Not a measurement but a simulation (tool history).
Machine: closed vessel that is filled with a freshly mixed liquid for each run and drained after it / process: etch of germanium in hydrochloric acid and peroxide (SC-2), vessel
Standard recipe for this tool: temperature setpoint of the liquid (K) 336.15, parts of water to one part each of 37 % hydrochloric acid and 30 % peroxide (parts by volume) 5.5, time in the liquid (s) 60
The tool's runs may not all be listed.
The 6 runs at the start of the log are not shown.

| run | hour | temperature setpoint of the liquid (K) | parts of water to one part each of 37 % hydrochloric acid and 30 % peroxide (parts by volume) | time in the liquid (s) | wafers since the last listed run | hours since the thermometer was replaced | hours since the chemicals flow meter was replaced | hours since the drum of peroxide was connected | hours since the gauge calibration | read-back film thickness of the germanium reference wafer, read on the same gauge (nm) | thickness taken off the germanium on a monitor wafer (Å) |
|---|---|---|---|---|---|---|---|---|---|---|---|
| 7 | 522.2 | 328.65 | 5.5 | 60 | 8426 | 1439.9 | 2214.2 | 518.1 | 1105.5 | 140 | 2145.2 |
| 8 | 567.8 | 336.15 | 5.5 | 60 | 4260 | 1485.5 | 2259.8 | 563.7 | 1151.1 | 140.01 | 2676 |
|  | 595.8 | thermometer replaced |
| 9 | 638.1 | 336.15 | 5.5 | 60 | 6474 | 42.3 | 2330.1 | 634 | 1221.4 | 139.98 | 2539.9 |
| 10 | 724.8 | 330.65 | 5.5 | 50 | 8099 | 129 | 2416.8 | 720.7 | 1308.1 | 140.01 | 1808.5 |
| 11 | 765.1 | 330.65 | 5.5 | 50 | 3764 | 169.3 | 2457.1 | 761 | 1348.4 | 139.99 | 1805.6 |
|  | 784 | chemicals flow meter replaced |
| 12 | 837.9 | 330.65 | 5.5 | 50 | 6707 | 242.1 | 53.9 | 833.8 | 1421.2 | 139.99 | 1819.4 |
| 13 | 876.4 | 336.15 | 4 | 80 | 3596 | 280.6 | 92.4 | 872.3 | 1459.7 | 140 | 3477 |
| 14 | 973.7 | 336.15 | 5.5 | 60 | 9089 | 377.9 | 189.7 | 969.6 | 1557 | 140.02 | 2586 |
| 15 | 1042.2 | 336.15 | 4.5 | 60 | 6399 | 446.4 | 258.2 | 1038.1 | 1625.5 | 139.99 | 2603 |
| 16 | 1087.8 | 338.65 | 5.5 | 60 | 4260 | 492 | 303.8 | 1083.7 | 1671.1 | 140.03 | 2774.3 |
| 17 | 1131.2 | 336.15 | 4.5 | 60 | 4054 | 535.4 | 347.2 | 1127.1 | 1714.5 | 139.98 | 2622.9 |
| 18 | 1226.6 | 341.15 | 4 | 75 | 8912 | 630.8 | 442.6 | 1222.5 | 1809.9 | 140.01 | 3813.2 |
| 19 | 1305.7 | 345.15 | 4 | 40 | 7389 | 709.9 | 521.7 | 1301.6 | 1889 | 139.98 | 2246.6 |
|  | 1378.7 | gauge calibrated |
| 20 | 1404 | 336.15 | 6.5 | 60 | 9183 | 808.2 | 620 | 1399.9 | 25.3 | 140.04 | 2607.9 |
| 21 | 1470.5 | 327.65 | 8 | 45 | 6212 | 874.7 | 686.5 | 1466.4 | 91.8 | 140.01 | 1487.2 |
| 22 | 1513.4 | 336.15 | 4 | 30 | 4007 | 917.6 | 729.4 | 1509.3 | 134.7 | 139.98 | 1318.7 |
| 23 | 1608 | 326.65 | 5.5 | 35 | 8837 | 1012.2 | 824 | 1603.9 | 229.3 | 139.99 | 1156.3 |
|  | 1616.8 | new drum of peroxide connected |
| 24 | 1714.2 | 336.15 | 5.5 | 45 | 9827 | 1118.4 | 930.2 | 97.4 | 335.5 | 140.01 | 1985.3 |
| 25 | 1767.3 | 340.15 | 5.5 | 30 | 4960 | 1171.5 | 983.3 | 150.5 | 388.6 | 139.99 | 1492.5 |
| 26 | 1805 | 336.15 | 6.5 | 90 | 3522 | 1209.2 | 1021 | 188.2 | 426.3 | 139.96 | 3943.5 |
| 27 | 1888.5 | 329.15 | 4 | 45 | 7800 | 1292.7 | 1104.5 | 271.7 | 509.8 | 140 | 1644.9 |
| 28 | 1970 | 336.15 | 5.5 | 60 | 7613 | 1374.2 | 1186 | 353.2 | 591.3 | 140.03 | 2690.1 |
| 29 | 2034 | 336.15 | 5.5 | 60 | 5978 | 1438.2 | 1250 | 417.2 | 655.3 | 139.97 | 2666.8 |
| 30 | 2110.6 | 327.15 | 5.5 | 90 | 7156 | 1514.8 | 1326.6 | 493.8 | 731.9 | 139.98 | 3090.7 |
| 31 | 2203.9 | 327.65 | 5.5 | 60 | 8716 | 1608.1 | 1419.9 | 587.1 | 825.2 | 140.02 | 2092.1 |

Forecast each of these 3 alternatives for the next run:
| A | 2204.6 | 340.65 | 5.5 | 60 | 65 | 1608.8 | 1420.6 | 587.8 | 825.9 | ? | ? |
| B | 2204.6 | 333.15 | 5.5 | 80 | 65 | 1608.8 | 1420.6 | 587.8 | 825.9 | ? | ? |
| C | 2204.6 | 330.65 | 6.5 | 60 | 65 | 1608.8 | 1420.6 | 587.8 | 825.9 | ? | ? |

| run | read-back film thickness of the germanium reference wafer, read on the same gauge (nm) | thickness taken off the germanium on a monitor wafer (Å) |
|---|---|---|
| A | 140.04 | 3056.9 |
| B | 140.04 | 3278.3 |
| C | 140.04 | 2263 |
With the hidden condition removed and each run's random variation left untouched, the same runs would have given:
| run | thickness taken off the germanium on a monitor wafer (Å) |
|---|---|
| A | 2909.9 |
| B | 3113 |
| C | 2147.7 |
